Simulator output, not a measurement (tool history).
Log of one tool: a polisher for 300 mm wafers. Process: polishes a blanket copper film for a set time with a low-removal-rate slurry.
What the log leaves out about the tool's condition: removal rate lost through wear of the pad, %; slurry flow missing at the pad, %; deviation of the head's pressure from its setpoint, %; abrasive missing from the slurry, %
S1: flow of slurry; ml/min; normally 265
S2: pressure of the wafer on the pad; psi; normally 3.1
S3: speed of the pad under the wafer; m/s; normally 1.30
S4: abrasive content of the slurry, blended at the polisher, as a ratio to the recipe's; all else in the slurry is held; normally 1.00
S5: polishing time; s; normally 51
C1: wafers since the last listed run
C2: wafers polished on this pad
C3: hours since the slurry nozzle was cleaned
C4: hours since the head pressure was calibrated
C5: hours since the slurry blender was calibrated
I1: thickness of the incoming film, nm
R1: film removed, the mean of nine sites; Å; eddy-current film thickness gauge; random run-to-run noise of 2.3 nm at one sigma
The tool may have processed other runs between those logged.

run,hour,S1,S2,S3,S4,S5,C1,C2,C3,C4,C5,I1,R1
1,0.0,265,3.1,1.30,1.00,51,0,2836,325.4,292.8,151.1,905.6,1703
2,39.9,265,3.1,1.30,1.00,51,296,3133,365.3,332.7,191.0,895.8,1647
# hour 49.4: worn pad replaced by a new one
3,92.5,265,3.7,1.30,1.00,51,361,320,417.9,385.3,243.6,892.9,1998
4,174.1,265,3.7,1.30,1.00,51,606,927,499.5,466.9,325.2,908.8,1985
# hour 182.1: slurry blender recalibrated
5,213.7,265,3.7,1.30,1.00,51,279,1207,539.1,506.5,31.6,898.7,1960
6,280.3,265,3.1,1.64,1.00,51,495,1702,605.7,573.1,98.2,889.2,1962
7,349.1,265,3.1,1.64,1.00,51,511,2214,674.5,641.9,167.0,913.4,1936
8,411.9,240,3.1,1.30,1.00,45,467,2681,737.3,704.7,229.8,898.5,1424
# hour 433.4: worn pad replaced by a new one
9,459.5,200,3.1,1.30,1.00,57,324,194,784.9,752.3,277.4,889.5,1827
10,526.8,265,3.1,1.30,1.00,51,500,694,852.2,819.6,344.7,886.5,1652
# hour 560.7: head pressure recalibrated
# hour 579.7: slurry nozzle cleaned
11,583.8,265,3.1,1.30,1.00,51,401,1096,4.1,23.1,401.7,910.1,1779
# hour 601.7: slurry blender recalibrated
12,618.3,265,3.1,1.30,1.00,51,241,1338,38.6,57.6,16.6,903.1,1773
13,646.0,265,3.1,1.30,1.00,51,206,1544,66.3,85.3,44.3,890.8,1774
14,701.4,265,3.1,1.30,1.00,65,412,1956,121.7,140.7,99.7,909.0,2170
15,740.0,265,3.1,1.30,1.00,55,287,2243,160.3,179.3,138.3,904.3,1853
16,793.0,265,2.8,1.30,1.00,51,394,2637,213.3,232.3,191.3,901.9,1523
17,853.0,265,3.1,1.30,1.10,41,446,3083,273.3,292.3,251.3,895.7,1354
# hour 860.0: worn pad replaced by a new one
18,904.4,265,3.1,1.30,1.00,51,352,330,324.7,343.7,302.7,895.5,1651
19,966.5,265,3.1,0.90,1.00,51,461,792,386.8,405.8,364.8,907.8,1282
20,1002.4,265,3.1,1.30,0.90,51,266,1059,422.7,441.7,400.7,911.1,1595
21,1028.1,265,3.4,1.30,1.00,51,191,1250,448.4,467.4,426.4,891.2,1801
# hour 1032.1: slurry blender recalibrated
22,1072.7,220,3.1,1.30,1.00,51,316,1567,493.0,512.0,40.6,883.7,1587
23,1142.2,265,3.1,1.66,1.10,51,516,2083,562.5,581.5,110.1,887.0,1928
24,1176.2,265,3.1,1.30,1.00,51,252,2336,596.5,615.5,144.1,893.3,1585
# hour 1211.0: worn pad replaced by a new one
25,1365.8,290,3.1,1.54,0.90,51,1380,1151,786.1,805.1,333.7,898.0,1706
# hour 1373.2: head pressure recalibrated
26,1400.5,265,2.2,1.62,1.30,42,243,1394,820.8,27.3,368.4,901.4,1319
# hour 1428.6: slurry blender recalibrated
27,1465.0,265,3.1,1.30,1.00,51,464,1859,885.3,91.8,36.4,898.4,1770
# hour 1514.5: slurry nozzle cleaned
28,1515.1,265,3.1,1.30,1.00,51,365,2224,0.6,141.9,86.5,914.1,1809
# hour 1542.3: worn pad replaced by a new one
29,1567.5,265,3.7,1.30,1.25,66,359,187,53.0,194.3,138.9,914.7,2837
30,1616.1,265,4.0,1.30,1.00,41,361,549,101.6,242.9,187.5,909.8,1844
31,1653.5,350,2.7,0.96,0.90,51,278,827,139.0,280.3,224.9,907.5,1254

3 options for the next run, each taken on its own from the tool as it stands now. Forecast them:
A,1653.9,265,3.1,1.30,1.00,41,2,830,139.4,280.7,225.3,901.4,?
B,1653.9,290,3.1,1.54,0.70,37,2,830,139.4,280.7,225.3,901.4,?
C,1653.9,315,3.1,1.16,1.00,51,2,830,139.4,280.7,225.3,901.4,?

run,R1
A,1411
B,1328
C,1654
The same runs, with their run-to-run variation unchanged, on a tool lacking any hidden condition would have given:
run,R1
A,1512
B,1422
C,1772
